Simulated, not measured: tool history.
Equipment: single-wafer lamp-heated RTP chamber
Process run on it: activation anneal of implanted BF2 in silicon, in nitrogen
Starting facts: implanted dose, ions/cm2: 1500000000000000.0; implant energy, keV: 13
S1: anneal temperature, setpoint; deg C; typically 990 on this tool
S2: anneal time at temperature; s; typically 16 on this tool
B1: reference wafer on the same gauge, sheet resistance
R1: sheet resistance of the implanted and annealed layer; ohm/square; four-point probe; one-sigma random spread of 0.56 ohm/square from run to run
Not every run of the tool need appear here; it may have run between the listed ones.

Run 1, hour 0: usual settings but S2 13 s; B1 245.93. Result: R1 245.09 ohm/square.
Run 2, hour 50.5: usual settings but S2 13 s; B1 246.9. Result: R1 245.1 ohm/square.
Run 3, hour 119.3: usual settings; B1 247.68. Result: R1 239.24 ohm/square.
At hour 148.5: pyrometer window cleaned and pyrometer calibrated.
Run 4, hour 154.2: usual settings; B1 247.88. Result: R1 239.28 ohm/square.
Run 5, hour 193.4: usual settings but S1 1012 deg C; B1 248.33. Result: R1 194.75 ohm/square.
Run 6, hour 240.4: usual settings but S1 1014 deg C; B1 248.45. Result: R1 190.55 ohm/square.
Run 7, hour 305: usual settings but S1 1013 deg C, S2 23 s; B1 248.54. Result: R1 175.51 ohm/square.
Run 8, hour 333.3: usual settings but S1 1003 deg C; B1 248.74. Result: R1 212.71 ohm/square.
At hour 447.7: gauge calibrated.
Run 9, hour 512.3: usual settings but S2 13 s; B1 245.69. Result: R1 245.04 ohm/square.
At hour 527.9: reflector plate cleaned.
At hour 542.2: pyrometer window cleaned and pyrometer calibrated.
Run 10, hour 543.4: usual settings but S1 1013 deg C, S2 22 s; B1 246.23. Result: R1 175.82 ohm/square.
Run 11, hour 735.8: usual settings but S1 973 deg C, S2 21 s; B1 247.61. Result: R1 266.27 ohm/square.
Run 12, hour 769.1: usual settings but S1 962 deg C, S2 22 s; B1 247.88. Result: R1 290.58 ohm/square.
Run 13, hour 819.6: usual settings but S1 1018 deg C; B1 248.06. Result: R1 184.09 ohm/square.
At hour 837.4: gauge calibrated.
Run 14, hour 859.1: usual settings but S1 980 deg C, S2 6 s; B1 245.73. Result: R1 289.28 ohm/square.

Here are 3 independent what-if runs from the current tool condition. What would each one return?
Run A, hour 859.5: usual settings but S2 20 s; B1 ?. Result: R1 ?.
Run B, hour 859.5: usual settings but S1 970 deg C, S2 19 s; B1 ?. Result: R1 ?.
Run C, hour 859.5: usual settings but S1 968 deg C, S2 20 s; B1 ?. Result: R1 ?.

run      B1      R1
  A  245.82  227.41
  B  245.82  275.34
  C  245.82  278.02
With the hidden condition removed and each run's random variation left untouched, the same runs would have given:
run      R1
  A  226.68
  B  274.46
  C  277.13
